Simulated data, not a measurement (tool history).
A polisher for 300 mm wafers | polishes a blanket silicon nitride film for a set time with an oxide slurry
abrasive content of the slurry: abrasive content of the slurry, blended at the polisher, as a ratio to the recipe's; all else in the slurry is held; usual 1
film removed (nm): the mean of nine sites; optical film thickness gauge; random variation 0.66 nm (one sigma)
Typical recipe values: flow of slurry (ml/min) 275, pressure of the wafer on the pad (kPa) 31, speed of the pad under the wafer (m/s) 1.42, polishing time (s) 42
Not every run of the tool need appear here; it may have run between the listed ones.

run	hour	flow of slurry (ml/min)	pressure of the wafer on the pad (kPa)	speed of the pad under the wafer (m/s)	abrasive content of the slurry	polishing time (s)	wafers since the last listed run	wafers polished on this pad	hours since the slurry nozzle was cleaned	hours since the head pressure was calibrated	hours since the slurry blender was calibrated	hours since the conditioning disc was replaced	incoming thickness of the incoming film, nm	film removed (nm)
1	0	275	31	1.6	1	42	0	5744	251.4	1176.1	99.3	271.5	472.4	40
# hour 28.2: worn pad replaced by a new one
# hour 45.1: head pressure recalibrated
2	52.6	275	31	1.6	1	42	616	295	304	7.5	151.9	324.1	486.7	49.2
3	102.9	275	31	1.42	1	42	665	961	354.3	57.8	202.2	374.4	469.2	46
# hour 153.7: conditioning disc replaced and pad reconditioned
4	154.2	275	31	1.42	1	42	652	1613	405.6	109.1	253.5	0.5	479.7	43.7
5	192	275	31	1.42	1	42	500	2113	443.4	146.9	291.3	38.3	485	43.9
6	230.4	275	31	1.42	1	46	508	2621	481.8	185.3	329.7	76.7	479.1	46.9
# hour 280.5: slurry blender recalibrated
7	298.8	275	41.4	1.42	1	36	878	3500	550.2	253.7	18.3	145.1	476.7	43.3
8	325.6	275	31	1.42	1	42	354	3854	577	280.5	45.1	171.9	481.8	41
9	358.6	275	31	1.42	1	42	436	4291	610	313.5	78.1	204.9	473.5	41.4
10	413.5	320	25.5	1.42	1	42	726	5017	664.9	368.4	133	259.8	472.8	36
# hour 446.9: worn pad replaced by a new one
11	472.9	275	31	1.42	1	42	732	343	724.3	427.8	192.4	319.2	482.4	45
# hour 504.6: slurry nozzle cleaned
12	516.1	245	34.5	1.42	1.25	42	558	902	11.5	471	235.6	362.4	482.5	52.6
13	563.6	275	31	1.42	1.2	42	628	1530	59	518.5	283.1	409.9	474.4	46.8
14	611.1	275	31	1.42	0.9	42	628	2158	106.5	566	330.6	457.4	481.8	40.9
# hour 616.3: conditioning disc replaced and pad reconditioned
15	676.2	275	26.2	1.62	1	42	834	2993	171.6	631.1	395.7	59.9	479.1	41
# hour 713.7: slurry blender recalibrated
16	730	275	31	1.42	1	42	685	3679	225.4	684.9	16.3	113.7	476.2	42
17	797.3	275	41.4	1.6	1	42	890	4569	292.7	752.2	83.6	181	480.8	52.2

What will run 18 give?
18	829.6	230	31	1.62	0.8	42	427	4996	325	784.5	115.9	213.3	477.4	?

{"run 18": {"film removed (nm)": 37}}
Take away the tool's hidden state, keep the run-to-run variation as it was, and the same run would have given film removed (nm) 42.9.
